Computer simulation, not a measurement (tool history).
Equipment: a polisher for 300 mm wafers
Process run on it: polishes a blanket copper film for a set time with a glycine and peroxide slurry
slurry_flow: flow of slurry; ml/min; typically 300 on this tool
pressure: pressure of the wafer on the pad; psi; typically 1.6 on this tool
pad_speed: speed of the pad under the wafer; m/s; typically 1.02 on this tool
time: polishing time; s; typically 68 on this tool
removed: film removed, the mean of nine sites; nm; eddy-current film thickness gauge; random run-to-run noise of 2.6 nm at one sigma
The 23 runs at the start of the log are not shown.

run	hour	slurry_flow	pressure	pad_speed	time	wafers since the last listed run	wafers polished on this pad	hours since the slurry nozzle was cleaned	hours since the head pressure was calibrated	incoming thickness of the incoming film, nm	removed
24	635.8	300	1.6	1.02	68	172	868	196.4	111.2	1252.7	208.7
25	660.7	300	2.2	0.88	68	203	1071	221.3	136.1	1263.9	237.1
26	686.4	240	1.6	1.20	61	209	1281	247.0	161.8	1261.7	203.8
27	700.0	300	1.6	1.02	68	110	1392	260.6	175.4	1272.5	206.8
# hour 704.2: worn pad replaced by a new one
28	721.1	265	1.3	1.36	48	139	137	281.7	196.5	1268.4	153.9
29	751.1	330	2.0	1.34	68	244	382	311.7	226.5	1260.2	303.7
30	780.1	300	1.6	1.02	68	236	619	340.7	255.5	1267.2	209.5
31	795.6	300	1.6	1.02	68	126	745	356.2	271.0	1267.4	210.3
32	815.2	240	1.4	1.02	68	159	905	375.8	290.6	1257.1	184.2

Branching from run 32: 5 alternative next runs. What would each branch give?
A	815.6	300	1.6	1.02	68	3	908	376.2	291.0	1264.6	?
B	815.6	300	1.6	1.32	78	3	908	376.2	291.0	1264.6	?
C	815.6	300	1.6	1.36	91	3	908	376.2	291.0	1264.6	?
D	815.6	360	1.6	0.90	68	3	908	376.2	291.0	1264.6	?
E	815.6	300	1.6	0.76	68	3	908	376.2	291.0	1264.6	?

run	removed
A	210.8
B	294.1
C	351.3
D	195.6
E	171.3
Without the tool's unlogged condition, the same runs would have read:
run	removed
A	209.2
B	291.8
C	348.5
D	194.2
E	170.1
